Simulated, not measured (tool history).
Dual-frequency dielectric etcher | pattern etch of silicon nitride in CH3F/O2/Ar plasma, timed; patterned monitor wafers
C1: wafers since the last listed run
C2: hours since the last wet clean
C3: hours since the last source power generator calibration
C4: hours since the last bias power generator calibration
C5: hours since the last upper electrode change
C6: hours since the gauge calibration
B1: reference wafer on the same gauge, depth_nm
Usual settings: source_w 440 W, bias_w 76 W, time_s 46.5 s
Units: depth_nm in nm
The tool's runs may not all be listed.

{"run": 1, "day": 0.0, "source_w": 440, "bias_w": 76, "time_s": 46.5, "C1": 0, "C2": 302.6, "C3": 2606.2, "C4": 4177, "C5": 6187, "C6": 242.6, "B1": 38.83, "depth_nm": 33.1}
{"run": 2, "day": 3.292, "source_w": 440, "bias_w": 76, "time_s": 46.5, "C1": 1031, "C2": 381.6, "C3": 2685.2, "C4": 4256, "C5": 6266, "C6": 321.6, "B1": 38.8, "depth_nm": 33.24}
{"run": 3, "day": 4.35, "source_w": 440, "bias_w": 76, "time_s": 52, "C1": 331, "C2": 407, "C3": 2710.6, "C4": 4281.4, "C5": 6291.4, "C6": 347, "B1": 38.78, "depth_nm": 37.26}
{"run": 4, "day": 5.754, "source_w": 440, "bias_w": 76, "time_s": 52, "C1": 440, "C2": 440.7, "C3": 2744.3, "C4": 4315.1, "C5": 6325.1, "C6": 380.7, "B1": 38.78, "depth_nm": 37.16}
{"run": 5, "day": 6.262, "source_w": 440, "bias_w": 76, "time_s": 36.5, "C1": 159, "C2": 452.9, "C3": 2756.5, "C4": 4327.3, "C5": 6337.3, "C6": 392.9, "B1": 38.81, "depth_nm": 26.2}
{"run": 6, "day": 6.829, "source_w": 440, "bias_w": 76, "time_s": 46.5, "C1": 177, "C2": 466.5, "C3": 2770.1, "C4": 4340.9, "C5": 6350.9, "C6": 406.5, "B1": 38.81, "depth_nm": 33.28}
{"run": 7, "day": 7.762, "source_w": 440, "bias_w": 76, "time_s": 46.5, "C1": 292, "C2": 488.9, "C3": 2792.5, "C4": 4363.3, "C5": 6373.3, "C6": 428.9, "B1": 38.79, "depth_nm": 33.37}
{"run": 8, "day": 8.462, "source_w": 440, "bias_w": 76, "time_s": 46.5, "C1": 219, "C2": 505.7, "C3": 2809.3, "C4": 4380.1, "C5": 6390.1, "C6": 445.7, "B1": 38.8, "depth_nm": 33.32}
{"day": 9.4, "done": "bias power generator calibrated"}
{"day": 9.783, "done": "wet clean of the chamber"}
{"run": 9, "day": 9.804, "source_w": 370, "bias_w": 76, "time_s": 46.5, "C1": 248, "C2": 0.5, "C3": 2841.5, "C4": 9.7, "C5": 6422.3, "C6": 477.9, "B1": 38.82, "depth_nm": 31.52}
{"run": 10, "day": 10.083, "source_w": 370, "bias_w": 76, "time_s": 46.5, "C1": 87, "C2": 7.2, "C3": 2848.2, "C4": 16.4, "C5": 6429, "C6": 484.6, "B1": 38.82, "depth_nm": 31.54}
{"day": 10.596, "done": "source power generator calibrated"}
{"day": 11.042, "done": "gauge calibrated"}
{"run": 11, "day": 11.433, "source_w": 440, "bias_w": 76, "time_s": 46.5, "C1": 370, "C2": 39.6, "C3": 20.1, "C4": 48.8, "C5": 6461.4, "C6": 9.4, "B1": 38.81, "depth_nm": 32.93}
{"run": 12, "day": 12.754, "source_w": 510, "bias_w": 76, "time_s": 46.5, "C1": 413, "C2": 71.3, "C3": 51.8, "C4": 80.5, "C5": 6493.1, "C6": 41.1, "B1": 38.8, "depth_nm": 34.36}
{"day": 14.033, "done": "upper electrode replaced"}
{"run": 13, "day": 14.054, "source_w": 440, "bias_w": 76, "time_s": 58, "C1": 94, "C2": 102.5, "C3": 83, "C4": 111.7, "C5": 0.5, "C6": 72.3, "B1": 38.82, "depth_nm": 41.1}
{"run": 14, "day": 16.538, "source_w": 440, "bias_w": 76, "time_s": 46.5, "C1": 778, "C2": 162.1, "C3": 142.6, "C4": 171.3, "C5": 60.1, "C6": 131.9, "B1": 38.81, "depth_nm": 33.19}
{"run": 15, "day": 17.662, "source_w": 440, "bias_w": 81, "time_s": 43, "C1": 352, "C2": 189.1, "C3": 169.6, "C4": 198.3, "C5": 87.1, "C6": 158.9, "B1": 38.8, "depth_nm": 31.3}
{"run": 16, "day": 20.933, "source_w": 520, "bias_w": 76, "time_s": 34.5, "C1": 1025, "C2": 267.6, "C3": 248.1, "C4": 276.8, "C5": 165.6, "C6": 237.4, "B1": 38.81, "depth_nm": 25.77}
{"run": 17, "day": 22.046, "source_w": 440, "bias_w": 70, "time_s": 38, "C1": 348, "C2": 294.3, "C3": 274.8, "C4": 303.5, "C5": 192.3, "C6": 264.1, "B1": 38.81, "depth_nm": 26.47}
{"run": 18, "day": 23.258, "source_w": 380, "bias_w": 76, "time_s": 46.5, "C1": 380, "C2": 323.4, "C3": 303.9, "C4": 332.6, "C5": 221.4, "C6": 293.2, "B1": 38.82, "depth_nm": 32.1}
{"run": 19, "day": 24.383, "source_w": 440, "bias_w": 76, "time_s": 46.5, "C1": 352, "C2": 350.4, "C3": 330.9, "C4": 359.6, "C5": 248.4, "C6": 320.2, "B1": 38.81, "depth_nm": 33.35}
{"run": 20, "day": 25.371, "source_w": 440, "bias_w": 76, "time_s": 46.5, "C1": 309, "C2": 374.1, "C3": 354.6, "C4": 383.3, "C5": 272.1, "C6": 343.9, "B1": 38.8, "depth_nm": 33.39}
{"run": 21, "day": 26.3, "source_w": 440, "bias_w": 76, "time_s": 46.5, "C1": 291, "C2": 396.4, "C3": 376.9, "C4": 405.6, "C5": 294.4, "C6": 366.2, "B1": 38.8, "depth_nm": 33.49}
{"run": 22, "day": 27.529, "source_w": 480, "bias_w": 71, "time_s": 46.5, "C1": 385, "C2": 425.9, "C3": 406.4, "C4": 435.1, "C5": 323.9, "C6": 395.7, "B1": 38.78, "depth_nm": 33.49}

Forecast run 23:
{"run": 23, "day": 28.996, "source_w": 480, "bias_w": 64, "time_s": 34.5, "C1": 459, "C2": 461.1, "C3": 441.6, "C4": 470.3, "C5": 359.1, "C6": 430.9, "B1": "?", "depth_nm": "?"}

Run 23 gave B1 38.81, depth_nm 24.05 nm.
Without the tool's hidden state the same run would have given depth_nm 23.5 nm.
